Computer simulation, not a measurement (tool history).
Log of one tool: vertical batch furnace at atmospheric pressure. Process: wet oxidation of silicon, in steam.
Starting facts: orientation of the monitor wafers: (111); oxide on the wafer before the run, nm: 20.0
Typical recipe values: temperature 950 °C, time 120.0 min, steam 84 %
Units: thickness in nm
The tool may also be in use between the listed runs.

run	hour	temperature	time	steam	read-back reference wafer on the same gauge, thickness	thickness
1	0.0	950	73.5	84	427.72	368.34
2	47.5	950	120.0	84	427.10	509.09
3	102.8	950	120.0	84	426.87	503.43
4	130.1	931	120.0	84	426.71	446.66
5	191.8	931	120.0	84	427.39	451.65
6	231.0	950	156.5	79	427.29	575.71
7	288.6	950	156.5	79	426.36	573.46
8	344.2	969	120.0	84	427.39	568.37
9	399.1	950	120.0	84	427.39	504.35
10	446.1	950	120.0	84	426.61	503.82
# hour 451.1: gauge calibrated
# hour 479.1: thermocouples replaced and temperature profile calibrated
11	479.6	950	168.0	84	426.98	621.92
12	528.6	950	168.0	84	426.62	626.62
13	560.0	943	120.0	84	426.60	488.86
14	626.8	943	120.0	84	426.95	485.52
15	679.4	950	120.0	84	426.90	503.44
16	710.1	950	120.0	84	426.47	507.58
17	778.1	965	167.0	96	427.19	739.15
18	828.7	937	120.0	84	427.17	464.61
19	857.9	932	120.0	74	427.13	408.67
20	918.7	930	97.0	80	426.31	371.15
21	952.4	966	139.5	79	427.29	596.81
22	989.5	959	92.5	90	426.87	475.72
23	1054.6	938	120.0	87	427.81	480.11
24	1079.3	966	139.0	72	427.30	556.45
25	1113.1	950	120.0	84	426.97	506.58
26	1181.2	929	67.5	95	427.23	324.86
27	1235.8	950	69.0	90	427.73	369.86
# hour 1269.3: steam generator serviced
28	1297.8	930	176.5	89	427.04	591.80
29	1352.2	967	91.0	84	426.93	474.96
30	1399.2	950	120.0	84	426.98	504.59
31	1465.8	950	120.0	84	426.90	504.16
# hour 1490.4: gauge calibrated
32	1504.4	950	120.0	84	427.09	508.22
33	1554.4	966	120.0	73	426.80	512.23
34	1595.2	957	96.0	80	427.29	445.29
35	1646.0	935	100.5	80	426.79	392.31
36	1686.7	968	144.5	84	426.92	632.57
37	1740.5	950	120.0	84	426.82	512.86
38	1764.6	950	152.0	96	427.39	642.07
39	1801.7	950	120.0	84	427.11	507.53

For each run, what was the tool's unlogged condition?
true tube temperature minus thermocouple reading, K: 0 at every run
steam share off its setpoint, % of the setpoint: 0 at every run
gauge reads high (%): 0 at every run
